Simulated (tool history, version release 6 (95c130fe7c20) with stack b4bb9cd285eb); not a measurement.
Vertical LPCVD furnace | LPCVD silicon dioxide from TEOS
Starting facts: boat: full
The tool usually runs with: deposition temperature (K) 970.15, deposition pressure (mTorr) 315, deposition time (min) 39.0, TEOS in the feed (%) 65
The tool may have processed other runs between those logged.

run,day,deposition temperature (K),deposition pressure (mTorr),deposition time (min),TEOS in the feed (%),wafers since the last listed run,hours since the last temperature calibration,hours since the pressure gauge was zeroed,hours since the TEOS flow controller was replaced,hours since the gauge calibration,"read-back reference wafer on the same gauge, thickness",film thickness on the monitor wafer in the middle of the boat (angstrom)
1,0.000,970.15,370,39.0,65,0,1236.8,1953.4,2116.3,762.5,248.99,2825.1
2,2.833,970.15,370,39.0,65,495,1304.8,2021.4,2184.3,830.5,248.98,2843.3
3,6.333,970.15,370,39.0,65,612,1388.8,2105.4,2268.3,914.5,249.00,2836.0
4,10.162,970.15,315,39.0,65,669,1480.7,2197.3,2360.2,1006.4,248.95,2618.2
5,12.996,970.15,315,39.0,65,495,1548.7,2265.3,2428.2,1074.4,248.94,2609.1
6,15.008,970.15,315,39.0,65,352,1597.0,2313.6,2476.5,1122.7,249.03,2610.0
# day 19.821: TEOS flow controller replaced
7,19.842,965.15,365,39.0,65,670,1713.0,2429.6,0.5,1238.7,248.94,2499.2
8,23.708,965.15,365,39.0,65,676,1805.8,2522.4,93.3,1331.5,249.03,2493.9
# day 25.279: pressure gauge zeroed
9,25.633,965.15,365,39.0,65,161,1852.0,8.5,139.5,1377.7,249.03,2525.7
# day 25.746: gauge calibrated
10,28.088,960.15,265,27.0,65,429,1910.9,67.4,198.4,56.2,249.07,1327.8
11,30.458,970.15,315,30.0,58,414,1967.8,124.3,255.3,113.1,249.06,1923.9
# day 34.092: thermocouples replaced and temperature profile calibrated
12,34.254,961.15,260,44.0,65,489,3.9,215.4,346.4,204.2,248.96,2139.0
13,36.192,970.15,315,39.0,75,338,50.4,261.9,392.9,250.7,248.98,2772.1
14,40.417,970.15,335,39.0,53,739,151.8,363.3,494.3,352.1,249.07,2410.7
15,44.129,970.15,315,39.0,65,649,240.9,452.4,583.4,441.2,249.04,2593.2
16,46.400,975.15,315,39.0,65,397,295.4,506.9,637.9,495.7,248.94,2914.9
17,48.554,970.15,315,39.0,73,376,347.1,558.6,689.6,547.4,249.00,2760.5
18,51.658,970.15,315,45.5,65,543,421.6,633.1,764.1,621.9,248.95,3047.4

Describe how what the log doesn't record of the tool's condition differs between the last listed run preceding each entry between runs and the first listed run following it.
From run 6 to run 7: TEOS flow controller replaced (day 19.821)
  true tube temperature minus thermocouple reading, K: 1.2 -> 1.21; true pressure minus gauge reading, mTorr: -8.09 -> -9.1
  what was measured, less what the result would be without the hidden state, film thickness on the monitor wafer in the middle of the boat (angstrom): +38.9 -> +39.7
From run 8 to run 9: pressure gauge zeroed (day 25.279)
  true tube temperature minus thermocouple reading, K: 1.22 -> 1.23; true pressure minus gauge reading, mTorr: -9.95 -> -0.161
  what was measured, less what the result would be without the hidden state, film thickness on the monitor wafer in the middle of the boat (angstrom): +37.3 -> +71.6
From run 9 to run 10: gauge calibrated (day 25.746)
  true pressure minus gauge reading, mTorr: -0.161 -> -0.169
  what was measured, less what the result would be without the hidden state, film thickness on the monitor wafer in the middle of the boat (angstrom): +71.6 -> +38.1
From run 11 to run 12: thermocouples replaced and temperature profile calibrated (day 34.092)
  true tube temperature minus thermocouple reading, K: 1.24 -> 0.159; true pressure minus gauge reading, mTorr: -0.19 -> -0.247
  what was measured, less what the result would be without the hidden state, film thickness on the monitor wafer in the middle of the boat (angstrom): +54.3 -> +7.1
